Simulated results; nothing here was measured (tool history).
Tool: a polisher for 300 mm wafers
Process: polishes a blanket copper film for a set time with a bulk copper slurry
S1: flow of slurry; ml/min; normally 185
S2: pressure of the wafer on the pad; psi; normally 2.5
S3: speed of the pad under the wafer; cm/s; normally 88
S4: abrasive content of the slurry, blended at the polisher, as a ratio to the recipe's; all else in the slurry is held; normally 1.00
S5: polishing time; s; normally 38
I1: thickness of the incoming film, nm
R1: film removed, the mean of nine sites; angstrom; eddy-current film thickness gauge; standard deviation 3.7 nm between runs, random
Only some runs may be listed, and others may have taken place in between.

| run | day | S1 | S2 | S3 | S4 | S5 | I1 | R1 |
|---|---|---|---|---|---|---|---|---|
| 1 | 0.000 | 185 | 2.5 | 88 | 0.90 | 38 | 1997.7 | 2414 |
|  | 2.000 | slurry blender recalibrated |
| 2 | 2.525 | 185 | 2.5 | 88 | 0.90 | 38 | 2045.7 | 2643 |
|  | 4.471 | worn pad replaced by a new one |
| 3 | 4.492 | 185 | 2.5 | 88 | 1.00 | 38 | 1995.0 | 2680 |
| 4 | 6.133 | 185 | 2.5 | 88 | 1.00 | 38 | 2020.1 | 2594 |
| 5 | 8.271 | 185 | 2.5 | 88 | 1.20 | 38 | 2044.2 | 2677 |
| 6 | 9.454 | 185 | 2.5 | 106 | 1.00 | 38 | 2052.3 | 3080 |
| 7 | 10.567 | 185 | 2.5 | 106 | 1.00 | 38 | 1994.1 | 3015 |
| 8 | 12.167 | 185 | 2.5 | 106 | 1.00 | 38 | 1994.2 | 3004 |
|  | 13.196 | worn pad replaced by a new one |
| 9 | 14.721 | 185 | 2.5 | 88 | 1.00 | 38 | 2018.6 | 2505 |
| 10 | 16.654 | 185 | 2.5 | 88 | 1.00 | 38 | 2048.2 | 2461 |
| 11 | 19.642 | 235 | 2.5 | 88 | 1.15 | 38 | 2050.9 | 2569 |
| 12 | 21.212 | 240 | 2.5 | 106 | 0.85 | 45 | 1997.8 | 3415 |
|  | 21.275 | slurry nozzle cleaned |
|  | 21.938 | worn pad replaced by a new one |
|  | 22.067 | head pressure recalibrated |
|  | 22.588 | slurry blender recalibrated |
| 13 | 22.671 | 125 | 2.5 | 68 | 0.75 | 46 | 2038.0 | 2223 |
| 14 | 24.796 | 185 | 2.5 | 88 | 1.00 | 38 | 2027.2 | 2673 |
| 15 | 27.646 | 145 | 2.5 | 88 | 0.90 | 27 | 2029.3 | 1734 |
|  | 29.800 | worn pad replaced by a new one |
| 16 | 29.983 | 150 | 2.1 | 88 | 0.90 | 38 | 2042.0 | 2006 |
| 17 | 32.875 | 185 | 2.5 | 88 | 1.00 | 38 | 2004.2 | 2467 |
| 18 | 35.062 | 150 | 2.5 | 88 | 1.25 | 30 | 2010.7 | 1998 |
|  | 37.754 | worn pad replaced by a new one |
| 19 | 37.992 | 160 | 2.5 | 68 | 1.10 | 33 | 1976.6 | 1653 |
| 20 | 39.017 | 205 | 2.8 | 114 | 1.00 | 28 | 2024.6 | 2690 |

The logged runs with the hidden state left out (each run's random variation unchanged):
The hidden state here: removal rate lost through wear of the pad, %; slurry flow missing at the pad, %; deviation of the head's pressure from its setpoint, %; abrasive missing from the slurry, %.
| run | R1 |
|---|---|
| 1 | 2703 |
| 2 | 2673 |
| 3 | 2775 |
| 4 | 2728 |
| 5 | 2868 |
| 6 | 3319 |
| 7 | 3269 |
| 8 | 3282 |
| 9 | 2762 |
| 10 | 2726 |
| 11 | 2868 |
| 12 | 3803 |
| 13 | 2231 |
| 14 | 2753 |
| 15 | 1833 |
| 16 | 2154 |
| 17 | 2689 |
| 18 | 2201 |
| 19 | 1832 |
| 20 | 2983 |

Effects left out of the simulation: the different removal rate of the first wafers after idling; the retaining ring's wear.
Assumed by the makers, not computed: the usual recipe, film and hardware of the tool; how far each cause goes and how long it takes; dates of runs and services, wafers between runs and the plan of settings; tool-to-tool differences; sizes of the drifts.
